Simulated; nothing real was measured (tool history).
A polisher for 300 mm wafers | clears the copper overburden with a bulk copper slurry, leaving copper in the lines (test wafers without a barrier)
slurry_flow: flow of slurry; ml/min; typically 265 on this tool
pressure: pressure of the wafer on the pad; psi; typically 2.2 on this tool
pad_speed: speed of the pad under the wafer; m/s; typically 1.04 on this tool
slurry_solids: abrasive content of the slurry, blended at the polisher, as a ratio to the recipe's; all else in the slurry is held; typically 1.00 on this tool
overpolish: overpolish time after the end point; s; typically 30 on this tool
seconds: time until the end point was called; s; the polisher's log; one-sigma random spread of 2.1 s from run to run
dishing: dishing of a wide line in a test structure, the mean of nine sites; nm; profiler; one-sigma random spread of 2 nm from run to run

run	hour	slurry_flow	pressure	pad_speed	slurry_solids	overpolish	incoming thickness of the incoming film, nm	seconds	dishing
1	0.0	265	2.2	1.04	1.00	30	895.9	130.1	101.3
# hour 11.0: slurry blender recalibrated
2	65.3	265	2.2	1.04	1.00	30	927.8	134.4	100.6
3	114.0	265	2.2	1.04	1.00	30	917.8	131.9	96.6
4	159.5	265	2.2	1.04	1.00	30	912.0	136.7	95.3
# hour 201.8: worn pad replaced by a new one
# hour 240.9: slurry blender recalibrated
5	314.6	265	2.2	1.04	1.00	30	899.7	128.6	103.0
6	359.1	265	2.2	1.04	1.00	30	906.7	132.9	97.8
7	384.7	265	2.2	1.04	1.20	30	902.5	127.4	101.1
# hour 420.1: slurry nozzle cleaned
# hour 420.1: head pressure recalibrated
8	438.0	265	2.2	1.04	1.20	30	916.0	138.3	98.7
# hour 463.7: slurry blender recalibrated
# hour 479.5: worn pad replaced by a new one
9	503.9	265	2.2	1.04	1.20	30	900.5	124.3	103.6
10	552.8	265	2.2	1.04	1.00	30	924.6	128.3	102.1
11	592.4	265	2.2	1.04	1.00	30	925.1	134.1	98.3
12	654.1	265	2.8	1.04	1.00	30	910.8	108.8	112.6
13	688.6	265	2.2	1.04	1.00	30	899.2	137.7	96.4
# hour 740.9: worn pad replaced by a new one
# hour 750.8: slurry blender recalibrated
14	751.3	265	2.2	1.04	1.00	30	929.7	131.5	100.2
15	804.7	265	2.2	1.04	1.00	30	916.8	130.3	102.5
16	858.4	310	2.2	1.04	1.20	30	912.8	125.0	103.8
17	943.7	235	2.2	1.04	1.25	30	900.4	128.3	98.3
# hour 979.3: worn pad replaced by a new one
# hour 982.0: slurry blender recalibrated
18	998.9	180	2.2	1.04	1.00	30	928.8	134.8	99.4
19	1063.6	265	2.2	1.04	1.00	30	917.4	129.2	101.4
20	1113.6	265	2.2	0.84	1.00	30	912.8	164.3	89.1
21	1152.4	325	1.7	1.04	1.20	19	911.2	160.5	62.2
22	1193.2	295	2.2	1.04	1.00	30	920.4	135.8	98.4
23	1225.2	290	2.2	1.04	1.15	30	913.9	142.0	97.9
# hour 1240.1: worn pad replaced by a new one
# hour 1242.3: slurry blender recalibrated
# hour 1243.7: slurry nozzle cleaned
24	1267.6	265	2.2	1.04	0.80	43	906.7	131.6	119.3

Below are 4 alternative next runs, each starting from the tool's condition after run 24. Predict each:
A	1268.1	265	2.2	1.04	1.00	30	931.5	?	?
B	1268.1	265	2.9	0.92	1.25	19	931.5	?	?
C	1268.1	205	2.8	1.04	1.00	39	931.5	?	?
D	1268.1	170	2.2	1.40	1.15	30	931.5	?	?

run	seconds	dishing
A	126.8	98.3
B	106.8	86.1
C	104.1	128.4
D	96.8	112.4
Take away the tool's hidden state, keep each run's random variation, and the runs would have read:
run	seconds	dishing
A	126.4	98.5
B	106.5	86.2
C	103.8	128.6
D	96.5	112.5
